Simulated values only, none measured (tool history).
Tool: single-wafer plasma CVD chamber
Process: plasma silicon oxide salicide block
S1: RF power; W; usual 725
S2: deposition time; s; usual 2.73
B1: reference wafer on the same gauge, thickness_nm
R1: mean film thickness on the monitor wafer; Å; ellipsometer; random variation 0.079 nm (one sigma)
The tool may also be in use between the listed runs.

| run | hour | S1 | S2 | B1 | R1 |
|---|---|---|---|---|---|
| 1 | 0.0 | 725 | 2.73 | 34.300 | 291.38 |
| 2 | 35.3 | 725 | 2.39 | 34.307 | 255.29 |
| 3 | 56.7 | 725 | 2.39 | 34.310 | 255.19 |
| 4 | 84.6 | 725 | 2.39 | 34.347 | 257.11 |
| 5 | 114.3 | 725 | 2.73 | 34.274 | 291.26 |
| 6 | 140.8 | 725 | 2.73 | 34.253 | 292.37 |
| 7 | 167.7 | 725 | 2.73 | 34.284 | 291.13 |
| 8 | 183.4 | 725 | 2.73 | 34.327 | 291.93 |
| 9 | 200.5 | 725 | 2.73 | 34.270 | 290.55 |
| 10 | 227.3 | 810 | 2.73 | 34.281 | 304.11 |
| 11 | 324.9 | 810 | 2.73 | 34.304 | 302.90 |
| 12 | 359.1 | 725 | 2.73 | 34.269 | 289.78 |
| 13 | 372.9 | 725 | 2.73 | 34.308 | 288.85 |
|  | 394.5 | showerhead replaced |
| 14 | 395.0 | 725 | 2.73 | 34.286 | 289.41 |
| 15 | 405.7 | 725 | 3.02 | 34.303 | 320.12 |
| 16 | 429.5 | 725 | 2.73 | 34.298 | 289.62 |
| 17 | 452.1 | 725 | 2.73 | 34.308 | 289.59 |
| 18 | 476.7 | 725 | 2.73 | 34.305 | 289.22 |
|  | 491.9 | gauge calibrated |
| 19 | 502.6 | 675 | 2.50 | 34.262 | 256.44 |
| 20 | 516.1 | 725 | 2.73 | 34.325 | 288.91 |
| 21 | 539.1 | 725 | 2.73 | 34.263 | 288.34 |
| 22 | 556.9 | 870 | 2.91 | 34.283 | 328.13 |
| 23 | 578.8 | 865 | 2.90 | 34.289 | 326.64 |
| 24 | 591.0 | 725 | 2.73 | 34.289 | 289.04 |
| 25 | 614.4 | 615 | 2.73 | 34.292 | 269.33 |
| 26 | 648.6 | 765 | 2.23 | 34.307 | 240.30 |
| 27 | 678.9 | 725 | 2.73 | 34.333 | 287.86 |
| 28 | 733.9 | 725 | 2.73 | 34.315 | 287.56 |
| 29 | 752.2 | 725 | 2.43 | 34.321 | 256.85 |
|  | 765.7 | RF generator calibrated |
| 30 | 785.9 | 855 | 2.91 | 34.290 | 334.17 |
| 31 | 810.7 | 800 | 2.92 | 34.303 | 326.92 |

Forecast run 32:
| 32 | 845.2 | 725 | 2.73 | ? | ? |

{"run 32": {"B1": 34.321, "R1": 294.55}}
Without the tool's hidden state the same run would have given R1 295.85 Å.

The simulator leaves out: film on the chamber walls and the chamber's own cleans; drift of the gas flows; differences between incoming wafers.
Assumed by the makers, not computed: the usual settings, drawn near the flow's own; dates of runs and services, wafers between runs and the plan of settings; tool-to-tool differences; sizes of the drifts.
